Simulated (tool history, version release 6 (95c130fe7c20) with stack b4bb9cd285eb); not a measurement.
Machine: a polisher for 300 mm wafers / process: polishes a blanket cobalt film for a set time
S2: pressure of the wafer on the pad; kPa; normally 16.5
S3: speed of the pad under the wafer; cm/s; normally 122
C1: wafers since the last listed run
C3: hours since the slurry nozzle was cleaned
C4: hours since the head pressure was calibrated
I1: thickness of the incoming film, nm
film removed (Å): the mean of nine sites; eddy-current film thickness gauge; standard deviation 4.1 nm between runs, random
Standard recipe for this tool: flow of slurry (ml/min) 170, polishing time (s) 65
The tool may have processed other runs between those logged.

{"run": 1, "hour": 0.0, "flow of slurry (ml/min)": 170, "S2": 16.5, "S3": 122, "polishing time (s)": 65, "C1": 0, "wafers polished on this pad": 300, "C3": 74.7, "C4": 117.8, "I1": 1351.7, "film removed (Å)": 4496}
{"run": 2, "hour": 53.3, "flow of slurry (ml/min)": 170, "S2": 16.5, "S3": 122, "polishing time (s)": 65, "C1": 321, "wafers polished on this pad": 621, "C3": 128.0, "C4": 171.1, "I1": 1354.3, "film removed (Å)": 4530}
{"run": 3, "hour": 138.0, "flow of slurry (ml/min)": 170, "S2": 16.5, "S3": 122, "polishing time (s)": 65, "C1": 510, "wafers polished on this pad": 1131, "C3": 212.7, "C4": 255.8, "I1": 1355.1, "film removed (Å)": 4454}
{"run": 4, "hour": 241.1, "flow of slurry (ml/min)": 170, "S2": 16.5, "S3": 122, "polishing time (s)": 65, "C1": 620, "wafers polished on this pad": 1752, "C3": 315.8, "C4": 358.9, "I1": 1338.0, "film removed (Å)": 4487}
{"hour": 267.4, "done": "head pressure recalibrated"}
{"run": 5, "hour": 297.2, "flow of slurry (ml/min)": 170, "S2": 16.5, "S3": 122, "polishing time (s)": 65, "C1": 325, "wafers polished on this pad": 2078, "C3": 371.9, "C4": 29.8, "I1": 1362.8, "film removed (Å)": 4472}
{"hour": 301.5, "done": "worn pad replaced by a new one"}
{"hour": 309.3, "done": "slurry nozzle cleaned"}
{"run": 6, "hour": 380.3, "flow of slurry (ml/min)": 170, "S2": 16.5, "S3": 142, "polishing time (s)": 65, "C1": 470, "wafers polished on this pad": 468, "C3": 71.0, "C4": 112.9, "I1": 1353.9, "film removed (Å)": 5192}
{"run": 7, "hour": 471.7, "flow of slurry (ml/min)": 170, "S2": 16.5, "S3": 142, "polishing time (s)": 65, "C1": 550, "wafers polished on this pad": 1019, "C3": 162.4, "C4": 204.3, "I1": 1342.8, "film removed (Å)": 5229}
{"run": 8, "hour": 555.5, "flow of slurry (ml/min)": 170, "S2": 16.5, "S3": 142, "polishing time (s)": 65, "C1": 504, "wafers polished on this pad": 1523, "C3": 246.2, "C4": 288.1, "I1": 1344.1, "film removed (Å)": 5233}
{"run": 9, "hour": 636.6, "flow of slurry (ml/min)": 170, "S2": 16.5, "S3": 122, "polishing time (s)": 65, "C1": 488, "wafers polished on this pad": 2012, "C3": 327.3, "C4": 369.2, "I1": 1336.2, "film removed (Å)": 4460}
{"hour": 641.6, "done": "head pressure recalibrated"}
{"hour": 652.6, "done": "slurry nozzle cleaned"}
{"hour": 667.9, "done": "worn pad replaced by a new one"}
{"run": 10, "hour": 692.7, "flow of slurry (ml/min)": 170, "S2": 16.5, "S3": 122, "polishing time (s)": 65, "C1": 295, "wafers polished on this pad": 149, "C3": 40.1, "C4": 51.1, "I1": 1325.4, "film removed (Å)": 4410}
{"run": 11, "hour": 780.9, "flow of slurry (ml/min)": 170, "S2": 16.5, "S3": 134, "polishing time (s)": 65, "C1": 531, "wafers polished on this pad": 680, "C3": 128.3, "C4": 139.3, "I1": 1342.9, "film removed (Å)": 4940}
{"run": 12, "hour": 881.3, "flow of slurry (ml/min)": 170, "S2": 16.5, "S3": 134, "polishing time (s)": 65, "C1": 604, "wafers polished on this pad": 1285, "C3": 228.7, "C4": 239.7, "I1": 1371.9, "film removed (Å)": 4891}
{"hour": 960.8, "done": "head pressure recalibrated"}
{"run": 13, "hour": 971.1, "flow of slurry (ml/min)": 140, "S2": 16.5, "S3": 122, "polishing time (s)": 65, "C1": 528, "wafers polished on this pad": 1813, "C3": 318.5, "C4": 10.3, "I1": 1357.8, "film removed (Å)": 4318}
{"hour": 1002.7, "done": "worn pad replaced by a new one"}
{"run": 14, "hour": 1013.6, "flow of slurry (ml/min)": 170, "S2": 16.5, "S3": 122, "polishing time (s)": 65, "C1": 231, "wafers polished on this pad": 65, "C3": 361.0, "C4": 52.8, "I1": 1349.1, "film removed (Å)": 4553}
{"hour": 1087.2, "done": "slurry nozzle cleaned"}
{"run": 15, "hour": 1113.0, "flow of slurry (ml/min)": 170, "S2": 16.5, "S3": 142, "polishing time (s)": 65, "C1": 592, "wafers polished on this pad": 658, "C3": 25.8, "C4": 152.2, "I1": 1366.9, "film removed (Å)": 5235}
{"run": 16, "hour": 1161.8, "flow of slurry (ml/min)": 220, "S2": 16.5, "S3": 146, "polishing time (s)": 47, "C1": 293, "wafers polished on this pad": 952, "C3": 74.6, "C4": 201.0, "I1": 1349.9, "film removed (Å)": 3973}
{"run": 17, "hour": 1209.5, "flow of slurry (ml/min)": 170, "S2": 22.1, "S3": 104, "polishing time (s)": 65, "C1": 287, "wafers polished on this pad": 1239, "C3": 122.3, "C4": 248.7, "I1": 1351.7, "film removed (Å)": 4954}
{"run": 18, "hour": 1272.4, "flow of slurry (ml/min)": 170, "S2": 16.5, "S3": 122, "polishing time (s)": 88, "C1": 378, "wafers polished on this pad": 1618, "C3": 185.2, "C4": 311.6, "I1": 1347.1, "film removed (Å)": 5957}
{"hour": 1299.4, "done": "head pressure recalibrated"}
{"hour": 1351.7, "done": "worn pad replaced by a new one"}
{"run": 19, "hour": 1377.3, "flow of slurry (ml/min)": 115, "S2": 16.5, "S3": 122, "polishing time (s)": 65, "C1": 595, "wafers polished on this pad": 154, "C3": 290.1, "C4": 77.9, "I1": 1344.2, "film removed (Å)": 4087}
{"run": 20, "hour": 1463.5, "flow of slurry (ml/min)": 170, "S2": 16.5, "S3": 154, "polishing time (s)": 65, "C1": 519, "wafers polished on this pad": 673, "C3": 376.3, "C4": 164.1, "I1": 1359.8, "film removed (Å)": 5595}
{"hour": 1504.8, "done": "slurry nozzle cleaned"}
{"run": 21, "hour": 1569.4, "flow of slurry (ml/min)": 170, "S2": 17.9, "S3": 160, "polishing time (s)": 65, "C1": 631, "wafers polished on this pad": 1305, "C3": 64.6, "C4": 270.0, "I1": 1350.8, "film removed (Å)": 6379}
{"hour": 1608.0, "done": "head pressure recalibrated"}
{"run": 22, "hour": 1674.3, "flow of slurry (ml/min)": 170, "S2": 20.7, "S3": 122, "polishing time (s)": 83, "C1": 619, "wafers polished on this pad": 1925, "C3": 169.5, "C4": 66.3, "I1": 1348.5, "film removed (Å)": 7021}
{"hour": 1703.8, "done": "worn pad replaced by a new one"}
{"run": 23, "hour": 1711.4, "flow of slurry (ml/min)": 170, "S2": 16.5, "S3": 122, "polishing time (s)": 57, "C1": 199, "wafers polished on this pad": 45, "C3": 206.6, "C4": 103.4, "I1": 1338.2, "film removed (Å)": 3935}
{"run": 24, "hour": 1794.4, "flow of slurry (ml/min)": 170, "S2": 16.5, "S3": 122, "polishing time (s)": 65, "C1": 499, "wafers polished on this pad": 545, "C3": 289.6, "C4": 186.4, "I1": 1346.7, "film removed (Å)": 4406}

Consider 3 possible next runs. They are alternatives, not a sequence: every one starts from the tool as it was left by run 24. What does each give?
{"run": "A", "hour": 1794.8, "flow of slurry (ml/min)": 170, "S2": 16.5, "S3": 122, "polishing time (s)": 65, "C1": 2, "wafers polished on this pad": 547, "C3": 290.0, "C4": 186.8, "I1": 1360.9, "film removed (Å)": "?"}
{"run": "B", "hour": 1794.8, "flow of slurry (ml/min)": 170, "S2": 20.7, "S3": 122, "polishing time (s)": 65, "C1": 2, "wafers polished on this pad": 547, "C3": 290.0, "C4": 186.8, "I1": 1360.9, "film removed (Å)": "?"}
{"run": "C", "hour": 1794.8, "flow of slurry (ml/min)": 170, "S2": 14.5, "S3": 122, "polishing time (s)": 65, "C1": 2, "wafers polished on this pad": 547, "C3": 290.0, "C4": 186.8, "I1": 1360.9, "film removed (Å)": "?"}

run=A film_removed_(Å)=4450
run=B film_removed_(Å)=5443
run=C film_removed_(Å)=3954
Take away the tool's hidden state, keep each run's random variation, and the runs would have read:
run=A film_removed_(Å)=4450
run=B film_removed_(Å)=5443
run=C film_removed_(Å)=3954

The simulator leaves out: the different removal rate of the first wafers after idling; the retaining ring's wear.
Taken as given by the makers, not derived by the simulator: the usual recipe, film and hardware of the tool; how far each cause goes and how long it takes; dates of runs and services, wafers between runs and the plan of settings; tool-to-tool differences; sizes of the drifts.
